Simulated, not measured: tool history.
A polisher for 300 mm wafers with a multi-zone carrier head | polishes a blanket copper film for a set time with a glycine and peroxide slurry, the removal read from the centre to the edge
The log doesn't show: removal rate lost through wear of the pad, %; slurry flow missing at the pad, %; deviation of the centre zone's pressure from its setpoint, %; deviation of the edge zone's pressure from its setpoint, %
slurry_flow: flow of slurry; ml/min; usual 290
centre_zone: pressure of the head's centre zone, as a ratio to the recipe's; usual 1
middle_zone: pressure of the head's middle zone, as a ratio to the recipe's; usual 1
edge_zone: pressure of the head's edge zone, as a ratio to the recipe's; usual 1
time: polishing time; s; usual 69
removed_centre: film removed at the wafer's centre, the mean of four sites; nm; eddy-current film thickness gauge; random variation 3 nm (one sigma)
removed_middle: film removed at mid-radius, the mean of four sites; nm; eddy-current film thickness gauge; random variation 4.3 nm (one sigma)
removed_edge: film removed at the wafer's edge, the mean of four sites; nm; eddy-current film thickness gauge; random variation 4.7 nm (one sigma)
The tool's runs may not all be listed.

run,hour,slurry_flow,centre_zone,middle_zone,edge_zone,time,wafers since the last listed run,wafers polished on this pad,hours since the slurry nozzle was cleaned,hours since the centre zone pressure was calibrated,hours since the edge zone pressure was calibrated,hours since the carrier head's membrane was replaced,"incoming thickness of the incoming film, nm",removed_centre,removed_middle,removed_edge
1,0,290,1,1,1,69,0,339,674.7,1019.6,386.7,745.5,2038.1,356.5,352,360.7
# hour 9.7: edge zone pressure recalibrated
2,10.2,330,1,0.94,1.04,86,53,393,684.9,1029.8,0.5,755.7,2056.7,456,422.3,469.6
3,55,290,0.94,1.11,1,48,294,687,729.7,1074.6,45.3,800.5,2068.6,229.5,262,250.7
# hour 62.6: worn pad replaced by a new one
# hour 77.2: carrier head's membrane replaced by a new one
4,77.7,255,1,1,0.9,45,89,66,752.4,1097.3,68,0.5,2063,220.9,221.3,220.2
5,125.2,290,1,1,1,69,311,378,799.9,1144.8,115.5,48,2092.5,350.2,349,361.5
6,141.5,290,1,1,1,69,107,485,816.2,1161.1,131.8,64.3,2105.6,356.1,344.8,367.1
7,148.7,215,1,1,1,46,47,532,823.4,1168.3,139,71.5,2029.6,220,220.2,230.7
8,162.9,290,1,1,0.95,69,93,625,837.6,1182.5,153.2,85.7,2065.6,353.6,343.7,354.3
9,180.5,290,1,0.9,1.06,54,115,741,855.2,1200.1,170.8,103.3,2087.6,277.9,246.7,292.5
# hour 182.6: slurry nozzle cleaned
# hour 184.8: worn pad replaced by a new one
10,186.6,290,1,0.94,1,61,19,11,4,1206.2,176.9,109.4,2067.5,346.4,324.8,346.7
# hour 194.5: centre zone pressure recalibrated
11,200.8,270,1,0.96,1,69,80,91,18.2,6.3,191.1,123.6,2098.8,386.8,373.3,396.3
12,208.5,220,0.89,1,0.96,77,50,142,25.9,14,198.8,131.3,2070.8,374.8,410.3,411.5
13,226.9,290,1.03,1.03,1,69,120,263,44.3,32.4,217.2,149.7,2086.4,406,391.1,385.4
14,242.7,290,1.12,0.93,1.1,69,103,367,60.1,48.2,233,165.5,2060.8,433.9,358.9,411.2
15,258.2,380,1.08,1,1,91,101,468,75.6,63.7,248.5,181,2047.7,576.3,514.4,516
16,273.7,270,1,0.96,1,69,101,570,91.1,79.2,264,196.5,2076.6,384.5,373.5,385.1
17,288.9,330,1,1,1,69,99,670,106.3,94.4,279.2,211.7,2030.8,396,382.5,388.9
18,298.3,290,0.89,1,1,55,61,732,115.7,103.8,288.6,221.1,2044.7,274,305.3,304.8
19,305.1,215,1,1,1,69,44,776,122.5,110.6,295.4,227.9,2109.7,364.4,365.4,370.5
20,318.4,290,1,0.93,1.07,75,87,864,135.8,123.9,308.7,241.2,2034.2,412.1,375.4,433.4
# hour 323.1: worn pad replaced by a new one
21,328.2,290,1,1.05,0.95,69,38,33,145.6,133.7,318.5,251,2052.9,379.2,394.6,378.9
22,342.2,290,1,0.92,1.06,69,91,125,159.6,147.7,332.5,265,2073.7,381.2,342.7,390.4
23,356.9,290,1,1,1,69,96,221,174.3,162.4,347.2,279.7,2094.2,377.7,373.1,377.9

Hidden state or all else? Some run-to-run changes of removed_centre, split into what the settings, what came in and random variation would give without the hidden state, and what is left for the hidden state (with any gauge scatter that isn't in both results):
Run 2 -> 3: slurry_flow 330 -> 290, centre_zone 1 -> 0.94, middle_zone 0.94 -> 1.11, edge_zone 1.04 -> 1, time 86 -> 48. removed_centre -226.5 nm: hidden state +19.4, all else -245.9.
Run 9 -> 10: middle_zone 0.9 -> 0.94, edge_zone 1.06 -> 1, time 54 -> 61, slurry nozzle cleaned, worn pad replaced by a new one. removed_centre +68.5 nm: hidden state +32.4, all else +36.1.
Run 15 -> 16: slurry_flow 380 -> 270, centre_zone 1.08 -> 1, middle_zone 1 -> 0.96, time 91 -> 69. removed_centre -191.8 nm: hidden state -0.7, all else -191.1.
